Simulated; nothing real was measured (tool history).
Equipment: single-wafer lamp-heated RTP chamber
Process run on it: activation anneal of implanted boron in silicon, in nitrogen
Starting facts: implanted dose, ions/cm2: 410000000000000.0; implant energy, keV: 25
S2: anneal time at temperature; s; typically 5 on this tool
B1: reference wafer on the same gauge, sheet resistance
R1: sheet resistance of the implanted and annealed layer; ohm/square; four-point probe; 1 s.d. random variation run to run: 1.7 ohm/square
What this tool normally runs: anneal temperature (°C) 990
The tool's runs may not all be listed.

{"run": 1, "hour": 0.0, "anneal temperature (°C)": 990, "S2": 5, "B1": 274.68, "R1": 277.67}
{"hour": 24.9, "done": "pyrometer window cleaned and pyrometer calibrated"}
{"run": 2, "hour": 31.4, "anneal temperature (°C)": 990, "S2": 5, "B1": 274.25, "R1": 280.99}
{"run": 3, "hour": 48.9, "anneal temperature (°C)": 1012, "S2": 7, "B1": 275.01, "R1": 266.77}
{"run": 4, "hour": 73.9, "anneal temperature (°C)": 1012, "S2": 7, "B1": 275.22, "R1": 268.23}
{"run": 5, "hour": 88.3, "anneal temperature (°C)": 1012, "S2": 7, "B1": 275.63, "R1": 269.24}
{"run": 6, "hour": 100.8, "anneal temperature (°C)": 990, "S2": 5, "B1": 275.0, "R1": 278.13}
{"run": 7, "hour": 114.1, "anneal temperature (°C)": 990, "S2": 5, "B1": 275.06, "R1": 281.45}
{"run": 8, "hour": 128.0, "anneal temperature (°C)": 990, "S2": 5, "B1": 275.08, "R1": 281.49}
{"run": 9, "hour": 156.4, "anneal temperature (°C)": 990, "S2": 3, "B1": 275.05, "R1": 282.45}
{"run": 10, "hour": 173.7, "anneal temperature (°C)": 990, "S2": 3, "B1": 275.12, "R1": 282.9}
{"hour": 182.6, "done": "pyrometer window cleaned and pyrometer calibrated"}
{"run": 11, "hour": 206.9, "anneal temperature (°C)": 990, "S2": 4, "B1": 275.03, "R1": 281.0}
{"run": 12, "hour": 228.9, "anneal temperature (°C)": 990, "S2": 4, "B1": 275.15, "R1": 277.94}
{"hour": 275.4, "done": "gauge calibrated"}
{"hour": 332.3, "done": "pyrometer window cleaned and pyrometer calibrated"}
{"run": 13, "hour": 332.8, "anneal temperature (°C)": 1001, "S2": 5, "B1": 274.94, "R1": 271.2}
{"hour": 353.1, "done": "reflector plate cleaned"}
{"run": 14, "hour": 353.6, "anneal temperature (°C)": 1001, "S2": 5, "B1": 275.29, "R1": 276.89}
{"run": 15, "hour": 372.5, "anneal temperature (°C)": 1019, "S2": 3, "B1": 275.12, "R1": 272.67}
{"run": 16, "hour": 393.7, "anneal temperature (°C)": 990, "S2": 3, "B1": 275.3, "R1": 285.32}
{"run": 17, "hour": 425.5, "anneal temperature (°C)": 990, "S2": 5, "B1": 274.51, "R1": 286.97}
{"run": 18, "hour": 437.6, "anneal temperature (°C)": 970, "S2": 3, "B1": 275.25, "R1": 310.96}
{"run": 19, "hour": 463.9, "anneal temperature (°C)": 990, "S2": 5, "B1": 274.94, "R1": 283.85}
{"hour": 473.2, "done": "pyrometer window cleaned and pyrometer calibrated"}
{"run": 20, "hour": 490.9, "anneal temperature (°C)": 999, "S2": 3, "B1": 275.13, "R1": 280.61}
{"run": 21, "hour": 586.1, "anneal temperature (°C)": 974, "S2": 7, "B1": 274.58, "R1": 301.23}
{"run": 22, "hour": 599.9, "anneal temperature (°C)": 990, "S2": 8, "B1": 275.44, "R1": 277.98}
{"hour": 627.2, "done": "pyrometer window cleaned and pyrometer calibrated"}
{"run": 23, "hour": 633.1, "anneal temperature (°C)": 990, "S2": 5, "B1": 275.2, "R1": 281.41}

The next listed run, before its measurement:
{"run": 24, "hour": 645.5, "anneal temperature (°C)": 1020, "S2": 3, "B1": "?", "R1": "?"}

B1: 275.12
R1: 269.55 ohm/square
Without the tool's hidden state the same run would have given R1 270.08 ohm/square.

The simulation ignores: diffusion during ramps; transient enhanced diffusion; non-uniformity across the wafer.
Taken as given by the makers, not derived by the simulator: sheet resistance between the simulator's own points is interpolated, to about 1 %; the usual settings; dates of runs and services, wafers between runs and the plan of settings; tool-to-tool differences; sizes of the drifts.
